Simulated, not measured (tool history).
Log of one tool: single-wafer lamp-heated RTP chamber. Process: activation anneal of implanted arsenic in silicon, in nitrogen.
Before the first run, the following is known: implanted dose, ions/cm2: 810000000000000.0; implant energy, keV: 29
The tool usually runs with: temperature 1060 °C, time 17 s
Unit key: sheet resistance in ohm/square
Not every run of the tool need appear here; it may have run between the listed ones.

| run | hour | temperature | time | wafers since the last listed run | wafers since the last pyrometer calibration | wafers since the reflector plate was cleaned | hours since the gauge calibration | read-back reference wafer on the same gauge, sheet resistance | sheet resistance |
|---|---|---|---|---|---|---|---|---|---|
| 1 | 0 | 1060 | 17 | 0 | 6757 | 9621 | 120.8 | 123.5 | 128.4 |
| 2 | 16.6 | 1060 | 17 | 175 | 6932 | 9796 | 137.4 | 123.43 | 128.1 |
| 3 | 29.5 | 1060 | 17 | 136 | 7069 | 9933 | 150.3 | 123.4 | 128.49 |
| 4 | 39.9 | 1060 | 17 | 110 | 7179 | 10043 | 160.7 | 123.37 | 128.28 |
| 5 | 52.8 | 1060 | 11 | 136 | 7315 | 10179 | 173.6 | 123.38 | 130.42 |
| 6 | 61.8 | 1060 | 11 | 95 | 7410 | 10274 | 182.6 | 123.36 | 130.81 |
| 7 | 69.7 | 1060 | 23 | 83 | 7494 | 10358 | 190.5 | 123.32 | 126.61 |
| 8 | 117.2 | 1060 | 23 | 502 | 7997 | 10860 | 238 | 123.22 | 126.91 |
| 9 | 131.5 | 1060 | 23 | 151 | 8148 | 11012 | 252.3 | 123.27 | 126.72 |
| 10 | 147.4 | 1054 | 17 | 168 | 8316 | 11180 | 268.2 | 123.24 | 129 |
| 11 | 161.9 | 1060 | 17 | 153 | 8469 | 11333 | 282.7 | 123.2 | 128.45 |
| 12 | 169.6 | 1076 | 17 | 81 | 8551 | 11415 | 290.4 | 123.24 | 126.25 |
|  | 179.1 | pyrometer window cleaned and pyrometer calibrated |
| 13 | 179.6 | 1076 | 17 | 21 | 5 | 11436 | 300.4 | 123.23 | 126.58 |
| 14 | 188.3 | 1050 | 17 | 92 | 97 | 11528 | 309.1 | 123.2 | 129.4 |
| 15 | 199.9 | 1060 | 17 | 122 | 220 | 11651 | 320.7 | 123.2 | 128.23 |
|  | 205.2 | gauge calibrated |
| 16 | 208.1 | 1045 | 12 | 86 | 306 | 11737 | 2.9 | 124.15 | 132.65 |
| 17 | 224.5 | 1070 | 22 | 173 | 480 | 11911 | 19.3 | 124.05 | 126.76 |
|  | 241.1 | reflector plate cleaned |
| 18 | 241.6 | 1060 | 17 | 96 | 576 | 5 | 36.4 | 123.91 | 129.19 |
| 19 | 242.5 | 1052 | 21 | 9 | 586 | 15 | 37.3 | 123.9 | 128.82 |
| 20 | 257.9 | 1052 | 27 | 162 | 749 | 177 | 52.7 | 123.78 | 127.36 |
| 21 | 275.4 | 1060 | 11 | 185 | 934 | 363 | 70.2 | 123.78 | 131.13 |
| 22 | 284 | 1071 | 7 | 90 | 1025 | 454 | 78.8 | 123.74 | 131.91 |
| 23 | 300.6 | 1089 | 20 | 175 | 1200 | 629 | 95.4 | 123.6 | 124.59 |
| 24 | 308.2 | 1071 | 17 | 80 | 1281 | 709 | 103 | 123.6 | 127.46 |
| 25 | 318.2 | 1070 | 22 | 105 | 1387 | 815 | 113 | 123.57 | 126.02 |
| 26 | 333.7 | 1050 | 21 | 163 | 1550 | 979 | 128.5 | 123.53 | 128.45 |

3 options for the next run, each taken on its own from the tool as it stands now. Forecast them:
| A | 334.1 | 1060 | 14 | 4 | 1555 | 983 | 128.9 | ? | ? |
| B | 334.1 | 1036 | 13 | 4 | 1555 | 983 | 128.9 | ? | ? |
| C | 334.1 | 1033 | 21 | 4 | 1555 | 983 | 128.9 | ? | ? |

| run | read-back reference wafer on the same gauge, sheet resistance | sheet resistance |
|---|---|---|
| A | 123.52 | 129.49 |
| B | 123.52 | 132.21 |
| C | 123.52 | 130.29 |
Stripped of hidden state, with their random variation kept, the same runs would have yielded:
| run | sheet resistance |
|---|---|
| A | 129.99 |
| B | 132.72 |
| C | 130.78 |

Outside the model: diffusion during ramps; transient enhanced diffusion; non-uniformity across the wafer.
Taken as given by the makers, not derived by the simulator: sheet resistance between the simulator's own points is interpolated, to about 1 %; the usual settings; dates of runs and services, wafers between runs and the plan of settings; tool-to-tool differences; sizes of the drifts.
